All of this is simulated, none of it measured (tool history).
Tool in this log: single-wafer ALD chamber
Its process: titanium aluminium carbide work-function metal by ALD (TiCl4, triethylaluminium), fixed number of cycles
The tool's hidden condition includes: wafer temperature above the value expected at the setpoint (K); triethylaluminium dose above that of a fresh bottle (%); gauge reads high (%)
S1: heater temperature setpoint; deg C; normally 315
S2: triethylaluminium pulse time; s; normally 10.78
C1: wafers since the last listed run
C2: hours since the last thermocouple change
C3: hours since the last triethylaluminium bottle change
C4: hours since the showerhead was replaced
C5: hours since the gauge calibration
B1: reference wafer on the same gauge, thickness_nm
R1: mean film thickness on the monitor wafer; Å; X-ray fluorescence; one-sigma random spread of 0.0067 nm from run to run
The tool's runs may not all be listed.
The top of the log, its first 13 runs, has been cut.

Run 14, hour 330.9: usual settings but S1 323 deg C, S2 13.59 s; C1 140; C2 2562.3; C3 19.5; C4 145.8; C5 85; B1 2.139. Result: R1 19.76 Å.
Run 15, hour 361: usual settings; C1 222; C2 2592.4; C3 49.6; C4 175.9; C5 115.1; B1 2.139. Result: R1 18.86 Å.
Run 16, hour 396.5: usual settings but S1 310 deg C; C1 262; C2 2627.9; C3 85.1; C4 211.4; C5 150.6; B1 2.139. Result: R1 18.36 Å.
Run 17, hour 426.4: usual settings; C1 221; C2 2657.8; C3 115; C4 241.3; C5 180.5; B1 2.141. Result: R1 18.75 Å.
Run 18, hour 442.4: usual settings but S1 305 deg C, S2 12.69 s; C1 118; C2 2673.8; C3 131; C4 257.3; C5 196.5; B1 2.141. Result: R1 18.03 Å.
Run 19, hour 458.5: usual settings but S1 306 deg C, S2 6.79 s; C1 119; C2 2689.9; C3 147.1; C4 273.4; C5 212.6; B1 2.14. Result: R1 17.03 Å.
Run 20, hour 493.5: usual settings but S1 305 deg C, S2 8.44 s; C1 259; C2 2724.9; C3 182.1; C4 308.4; C5 247.6; B1 2.14. Result: R1 17.43 Å.
At hour 514.2: thermocouple changed; heater temperature recalibrated.
Run 21, hour 518.7: usual settings but S1 306 deg C, S2 11.93 s; C1 127; C2 4.5; C3 207.3; C4 333.6; C5 272.8; B1 2.139. Result: R1 18.09 Å.
Run 22, hour 543.8: usual settings but S1 304 deg C, S2 11.97 s; C1 185; C2 29.6; C3 232.4; C4 358.7; C5 297.9; B1 2.141. Result: R1 17.94 Å.
Run 23, hour 561.1: usual settings but S1 309 deg C, S2 7.7 s; C1 128; C2 46.9; C3 249.7; C4 376; C5 315.2; B1 2.139. Result: R1 17.54 Å.
Run 24, hour 596.5: usual settings; C1 262; C2 82.3; C3 285.1; C4 411.4; C5 350.6; B1 2.139. Result: R1 18.67 Å.
Run 25, hour 613.1: usual settings but S1 320 deg C, S2 13.68 s; C1 122; C2 98.9; C3 301.7; C4 428; C5 367.2; B1 2.141. Result: R1 19.48 Å.
Run 26, hour 642: usual settings but S2 6.65 s; C1 214; C2 127.8; C3 330.6; C4 456.9; C5 396.1; B1 2.141. Result: R1 17.62 Å.
Run 27, hour 663.8: usual settings but S1 322 deg C, S2 7.91 s; C1 161; C2 149.6; C3 352.4; C4 478.7; C5 417.9; B1 2.142. Result: R1 18.72 Å.
Run 28, hour 689: usual settings but S1 322 deg C, S2 8.78 s; C1 186; C2 174.8; C3 377.6; C4 503.9; C5 443.1; B1 2.14. Result: R1 18.92 Å.
Run 29, hour 712: usual settings but S2 9.57 s; C1 170; C2 197.8; C3 400.6; C4 526.9; C5 466.1; B1 2.14. Result: R1 18.39 Å.
Run 30, hour 746.8: usual settings; C1 257; C2 232.6; C3 435.4; C4 561.7; C5 500.9; B1 2.14. Result: R1 18.62 Å.
Run 31, hour 764.9: usual settings but S1 325 deg C, S2 7.54 s; C1 134; C2 250.7; C3 453.5; C4 579.8; C5 519; B1 2.137. Result: R1 18.68 Å.
Run 32, hour 799.5: usual settings but S1 328 deg C, S2 14.05 s; C1 256; C2 285.3; C3 488.1; C4 614.4; C5 553.6; B1 2.141. Result: R1 20.31 Å.
Run 33, hour 818.9: usual settings but S1 306 deg C; C1 143; C2 304.7; C3 507.5; C4 633.8; C5 573; B1 2.14. Result: R1 17.83 Å.

Predict each of these 4 candidate next runs independently; none follows another, all start after run 33:
Run A, hour 819.3: usual settings but S1 330 deg C; C1 2; C2 305.1; C3 507.9; C4 634.2; C5 573.4; B1 ?. Result: R1 ?.
Run B, hour 819.3: usual settings but S1 306 deg C, S2 14.08 s; C1 2; C2 305.1; C3 507.9; C4 634.2; C5 573.4; B1 ?. Result: R1 ?.
Run C, hour 819.3: usual settings but S2 7.61 s; C1 2; C2 305.1; C3 507.9; C4 634.2; C5 573.4; B1 ?. Result: R1 ?.
Run D, hour 819.3: usual settings but S1 302 deg C, S2 12.89 s; C1 2; C2 305.1; C3 507.9; C4 634.2; C5 573.4; B1 ?. Result: R1 ?.

run    B1     R1
  A  2.14  20.05
  B  2.14  18.29
  C  2.14  17.94
  D  2.14  17.84
What these runs would have given with no unlogged condition in the tool:
run     R1
  A  20.26
  B  18.39
  C  18.28
  D  17.96
